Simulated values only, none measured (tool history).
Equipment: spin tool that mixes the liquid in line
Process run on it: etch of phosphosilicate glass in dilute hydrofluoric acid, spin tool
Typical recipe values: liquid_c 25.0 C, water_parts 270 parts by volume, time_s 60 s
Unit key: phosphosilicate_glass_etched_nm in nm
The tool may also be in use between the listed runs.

run,hour,liquid_c,water_parts,time_s,wafers since the last listed run,hours since the thermometer was replaced,hours since the hydrofluoric acid flow meter was replaced,hours since the gauge calibration,"read-back film thickness of the phosphosilicate glass reference wafer, read on the same gauge (nm)",phosphosilicate_glass_etched_nm
1,0.0,22.0,180,60,0,1132.0,239.8,480.0,150.02,26.51
2,63.7,22.0,180,60,928,1195.7,303.5,543.7,149.98,26.46
3,119.8,25.0,270,60,817,1251.8,359.6,599.8,149.95,18.58
# hour 136.3: hydrofluoric acid flow meter replaced
4,178.5,25.0,165,60,840,1310.5,42.2,658.5,150.05,32.20
5,238.0,25.0,165,60,866,1370.0,101.7,718.0,150.01,32.40
6,306.4,25.0,165,60,996,1438.4,170.1,786.4,150.01,32.63
7,336.8,25.0,165,75,442,1468.8,200.5,816.8,149.99,40.16
8,365.4,26.5,270,40,416,1497.4,229.1,845.4,149.98,12.66
9,434.6,25.0,270,60,1008,1566.6,298.3,914.6,150.06,17.91
10,484.6,25.0,270,60,728,1616.6,348.3,964.6,150.03,18.09
11,542.2,21.0,270,60,839,1674.2,405.9,1022.2,149.98,15.70
# hour 592.1: gauge calibrated
12,599.6,21.5,270,70,836,1731.6,463.3,7.5,150.05,18.80
# hour 607.1: hydrofluoric acid flow meter replaced
13,640.4,21.5,270,70,579,1772.4,33.3,48.3,150.04,17.95
14,664.5,29.0,135,70,351,1796.5,57.4,72.4,149.98,55.19
15,690.9,28.0,370,60,384,1822.9,83.8,98.8,149.99,12.97
16,718.8,25.0,270,60,406,1850.8,111.7,126.7,149.99,17.37
17,846.2,20.5,220,60,1856,1978.2,239.1,254.1,149.97,19.21
18,881.7,25.0,385,75,517,2013.7,274.6,289.6,150.02,13.91
19,910.2,28.5,230,30,415,2042.2,303.1,318.1,150.00,12.16

Run 20 is up next; what results do you expect?
20,945.0,29.0,270,45,507,2077.0,337.9,352.9,?,?

read-back film thickness of the phosphosilicate glass reference wafer, read on the same gauge (nm): 149.99
phosphosilicate_glass_etched_nm: 14.97 nm
Were there no unlogged condition in the tool, this run, its random variation unchanged, would have produced phosphosilicate_glass_etched_nm 15.98 nm.
